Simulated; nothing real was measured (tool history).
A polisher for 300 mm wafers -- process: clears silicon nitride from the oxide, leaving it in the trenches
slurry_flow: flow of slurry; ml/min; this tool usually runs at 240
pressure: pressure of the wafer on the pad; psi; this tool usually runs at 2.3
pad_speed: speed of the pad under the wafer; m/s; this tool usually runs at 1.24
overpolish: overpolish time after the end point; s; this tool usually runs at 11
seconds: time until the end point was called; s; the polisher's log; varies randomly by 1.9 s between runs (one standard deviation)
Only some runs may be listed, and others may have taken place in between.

run,day,slurry_flow,pressure,pad_speed,overpolish,"incoming thickness of the incoming film, nm",seconds
1,0.000,240,2.3,1.24,11,145.8,115.5
2,2.612,240,2.3,1.24,9,145.2,117.9
3,4.812,240,2.3,1.24,9,144.1,113.4
4,6.058,240,2.3,1.04,11,143.2,132.5
5,8.742,240,2.3,1.04,11,142.5,125.1
6,11.371,240,2.3,1.04,11,145.5,129.6
7,13.212,240,2.3,1.44,11,146.0,100.7
8,16.179,240,2.3,1.44,11,144.6,97.1
9,18.996,180,2.8,1.24,11,143.8,92.7
10,20.104,240,2.3,1.24,11,145.8,109.3
11,21.521,275,2.3,1.62,11,144.5,82.3
12,23.692,240,1.7,1.24,16,144.5,147.7
13,24.946,155,2.3,1.38,11,143.7,101.8
14,26.212,240,1.8,1.66,11,144.5,104.9
15,34.158,320,2.3,1.24,4,143.4,111.0
16,36.121,240,2.3,1.24,15,142.1,114.3
17,38.508,240,2.3,1.24,11,147.4,114.7
18,40.842,240,2.3,1.24,11,145.2,118.4

Between the runs listed above, the log contained 7 entries, not reproduced here. Where in the sequence does each belong, and how does what the log doesn't record of the tool's condition differ from the listed run before to the listed run after?
Between runs 1 and 2: worn pad replaced by a new one (day 0.825)
  deviation of the head's pressure from its setpoint, %: 2.45 -> 3.31
  what was measured, less what the result would be without the hidden state, seconds: -2.9 -> -3.9 s
Between runs 4 and 5: worn pad replaced by a new one (day 8.721)
  deviation of the head's pressure from its setpoint, %: 4.44 -> 5.33
  what was measured, less what the result would be without the hidden state, seconds: -5.8 -> -6.7 s
Between runs 7 and 8: slurry nozzle cleaned (day 14.088)
  deviation of the head's pressure from its setpoint, %: 6.8 -> 7.77
  what was measured, less what the result would be without the hidden state, seconds: -6.9 -> -7.5 s
Between runs 8 and 9: worn pad replaced by a new one (day 17.896)
  deviation of the head's pressure from its setpoint, %: 7.77 -> 8.7
  what was measured, less what the result would be without the hidden state, seconds: -7.5 -> -8.0 s
Between runs 12 and 13: worn pad replaced by a new one (day 24.925)
  deviation of the head's pressure from its setpoint, %: 10.2 -> 10.7
  what was measured, less what the result would be without the hidden state, seconds: -15.2 -> -10.9 s
Between runs 14 and 15: head pressure recalibrated (day 32.350); worn pad replaced by a new one (day 34.138)
  deviation of the head's pressure from its setpoint, %: 11.1 -> 0.684
  what was measured, less what the result would be without the hidden state, seconds: -11.6 -> -0.8 s
